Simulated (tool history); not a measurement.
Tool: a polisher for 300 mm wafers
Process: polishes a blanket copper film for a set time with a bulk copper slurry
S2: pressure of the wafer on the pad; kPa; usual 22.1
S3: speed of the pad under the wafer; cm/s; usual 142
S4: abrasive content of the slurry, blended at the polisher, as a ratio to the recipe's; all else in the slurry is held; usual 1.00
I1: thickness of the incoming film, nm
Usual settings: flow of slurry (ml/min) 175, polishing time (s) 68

{"run": 1, "hour": 0.0, "flow of slurry (ml/min)": 175, "S2": 22.1, "S3": 142, "S4": 1.0, "polishing time (s)": 68, "I1": 3915.7, "film removed (Å)": 8259}
{"run": 2, "hour": 32.9, "flow of slurry (ml/min)": 175, "S2": 22.1, "S3": 142, "S4": 1.0, "polishing time (s)": 68, "I1": 3952.9, "film removed (Å)": 8286}
{"hour": 37.7, "done": "worn pad replaced by a new one"}
{"hour": 57.9, "done": "slurry nozzle cleaned"}
{"run": 3, "hour": 97.3, "flow of slurry (ml/min)": 175, "S2": 22.1, "S3": 142, "S4": 1.0, "polishing time (s)": 68, "I1": 3976.9, "film removed (Å)": 8037}
{"run": 4, "hour": 151.4, "flow of slurry (ml/min)": 155, "S2": 22.1, "S3": 142, "S4": 1.0, "polishing time (s)": 68, "I1": 3980.0, "film removed (Å)": 7890}
{"hour": 159.3, "done": "slurry blender recalibrated"}
{"run": 5, "hour": 198.3, "flow of slurry (ml/min)": 155, "S2": 22.1, "S3": 142, "S4": 1.0, "polishing time (s)": 68, "I1": 3995.3, "film removed (Å)": 8172}
{"hour": 221.4, "done": "worn pad replaced by a new one"}
{"run": 6, "hour": 241.6, "flow of slurry (ml/min)": 175, "S2": 22.1, "S3": 142, "S4": 1.0, "polishing time (s)": 68, "I1": 3980.2, "film removed (Å)": 8174}
{"run": 7, "hour": 283.0, "flow of slurry (ml/min)": 175, "S2": 22.1, "S3": 142, "S4": 1.0, "polishing time (s)": 68, "I1": 4007.9, "film removed (Å)": 8280}
{"hour": 331.4, "done": "head pressure recalibrated"}
{"run": 8, "hour": 352.6, "flow of slurry (ml/min)": 175, "S2": 22.1, "S3": 142, "S4": 1.0, "polishing time (s)": 68, "I1": 3976.5, "film removed (Å)": 8097}
{"hour": 368.5, "done": "slurry nozzle cleaned"}
{"run": 9, "hour": 380.7, "flow of slurry (ml/min)": 175, "S2": 26.2, "S3": 142, "S4": 1.0, "polishing time (s)": 68, "I1": 3906.4, "film removed (Å)": 9150}
{"run": 10, "hour": 406.1, "flow of slurry (ml/min)": 175, "S2": 22.1, "S3": 142, "S4": 1.25, "polishing time (s)": 68, "I1": 4013.6, "film removed (Å)": 7999}
{"hour": 425.1, "done": "worn pad replaced by a new one"}
{"hour": 435.0, "done": "slurry blender recalibrated"}
{"run": 11, "hour": 443.6, "flow of slurry (ml/min)": 175, "S2": 22.1, "S3": 124, "S4": 1.0, "polishing time (s)": 68, "I1": 3919.0, "film removed (Å)": 7311}
{"run": 12, "hour": 474.3, "flow of slurry (ml/min)": 175, "S2": 22.1, "S3": 142, "S4": 1.0, "polishing time (s)": 68, "I1": 3980.6, "film removed (Å)": 8170}
{"run": 13, "hour": 521.4, "flow of slurry (ml/min)": 175, "S2": 22.1, "S3": 104, "S4": 1.0, "polishing time (s)": 68, "I1": 4044.7, "film removed (Å)": 5962}
{"run": 14, "hour": 551.5, "flow of slurry (ml/min)": 195, "S2": 22.1, "S3": 120, "S4": 1.0, "polishing time (s)": 68, "I1": 3976.8, "film removed (Å)": 6896}
{"hour": 596.1, "done": "worn pad replaced by a new one"}
{"hour": 654.7, "done": "slurry blender recalibrated"}
{"hour": 678.5, "done": "slurry nozzle cleaned"}
{"run": 15, "hour": 699.3, "flow of slurry (ml/min)": 175, "S2": 22.1, "S3": 120, "S4": 1.0, "polishing time (s)": 74, "I1": 4025.6, "film removed (Å)": 7419}
{"run": 16, "hour": 764.4, "flow of slurry (ml/min)": 175, "S2": 22.1, "S3": 120, "S4": 1.0, "polishing time (s)": 74, "I1": 3990.8, "film removed (Å)": 7501}
{"hour": 779.5, "done": "worn pad replaced by a new one"}
{"run": 17, "hour": 800.3, "flow of slurry (ml/min)": 175, "S2": 22.1, "S3": 142, "S4": 1.0, "polishing time (s)": 68, "I1": 3941.5, "film removed (Å)": 7845}
{"run": 18, "hour": 856.6, "flow of slurry (ml/min)": 175, "S2": 22.1, "S3": 142, "S4": 1.0, "polishing time (s)": 68, "I1": 3906.4, "film removed (Å)": 7779}
{"hour": 890.6, "done": "slurry blender recalibrated"}
{"run": 19, "hour": 915.6, "flow of slurry (ml/min)": 150, "S2": 22.1, "S3": 142, "S4": 1.0, "polishing time (s)": 68, "I1": 3973.3, "film removed (Å)": 8136}

Hidden state or all else? Some run-to-run changes of film removed (Å), split into what the settings, what came in and random variation would give without the hidden state, and what is left for the hidden state (with any gauge scatter that isn't in both results):
The hidden state here: removal rate lost through wear of the pad, %; slurry flow missing at the pad, %; deviation of the head's pressure from its setpoint, %; abrasive missing from the slurry, %.
Run 10 -> 11: S3 142 -> 124, S4 1.25 -> 1.00, worn pad replaced by a new one, slurry blender recalibrated. film removed (Å) -688: hidden state +566, all else -1254.
Run 12 -> 13: S3 142 -> 104. film removed (Å) -2208: hidden state -15, all else -2193.
